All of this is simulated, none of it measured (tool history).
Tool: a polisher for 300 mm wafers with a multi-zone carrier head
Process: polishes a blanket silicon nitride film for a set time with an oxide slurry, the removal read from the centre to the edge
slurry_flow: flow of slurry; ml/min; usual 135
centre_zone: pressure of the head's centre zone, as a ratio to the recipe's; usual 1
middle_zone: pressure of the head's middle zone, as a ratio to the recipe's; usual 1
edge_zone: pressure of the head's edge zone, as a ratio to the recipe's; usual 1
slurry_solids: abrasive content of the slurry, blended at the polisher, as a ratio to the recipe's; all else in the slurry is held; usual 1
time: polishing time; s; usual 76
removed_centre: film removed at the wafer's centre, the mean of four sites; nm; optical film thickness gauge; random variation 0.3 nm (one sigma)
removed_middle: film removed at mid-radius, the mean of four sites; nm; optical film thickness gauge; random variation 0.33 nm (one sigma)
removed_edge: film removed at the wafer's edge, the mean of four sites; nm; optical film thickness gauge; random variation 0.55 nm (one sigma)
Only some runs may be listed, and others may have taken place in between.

run	hour	slurry_flow	centre_zone	middle_zone	edge_zone	slurry_solids	time	incoming thickness of the incoming film, nm	removed_centre	removed_middle	removed_edge
1	0	135	1	1	1	1.3	76	453.9	52.3	50.5	52.5
2	25	135	0.93	1.09	1	1.1	76	450.3	45.7	50.8	48.8
3	94.9	135	1	1	1	0.7	99	450.1	49.7	48	49.7
4	119.4	175	1.06	1.06	1	1	76	451.4	51.4	49.4	48.4
5	156.7	135	1	1	1	1	76	452.9	46	45.9	46.4
6	212.1	135	1	1	1	1	76	445.2	46.3	45	47.4
7	255.1	135	1	1	1	1	76	447.1	46.5	44.5	46.8
8	287.2	155	0.88	1	0.96	0.7	76	449.5	35.7	38.7	38.7
# hour 350.6: edge zone pressure recalibrated
9	381.5	135	1	1	0.94	1.2	76	448.5	49.8	48.4	48.4
# hour 440.8: worn pad replaced by a new one
# hour 487.1: slurry nozzle cleaned
# hour 566.3: carrier head's membrane replaced by a new one
# hour 578.3: centre zone pressure recalibrated
10	579.8	135	0.97	1.11	0.89	1	76	448.2	45	48.9	43.6
11	646.6	110	1	1	1	1	76	452	43.5	42.9	44.9
12	690.7	180	1	1	1	1	76	446.2	49.4	47.1	48.7

Run 13 is up next; what results do you expect?
13	731	135	1	1	1	1	76	457.7	?	?	?

removed_centre: 46.2 nm
removed_middle: 44.8 nm
removed_edge: 45.6 nm
If the tool had no hidden condition, the same run with the same run-to-run variation would have returned removed_centre 46.2 nm, removed_middle 44.8 nm, removed_edge 45.6 nm.

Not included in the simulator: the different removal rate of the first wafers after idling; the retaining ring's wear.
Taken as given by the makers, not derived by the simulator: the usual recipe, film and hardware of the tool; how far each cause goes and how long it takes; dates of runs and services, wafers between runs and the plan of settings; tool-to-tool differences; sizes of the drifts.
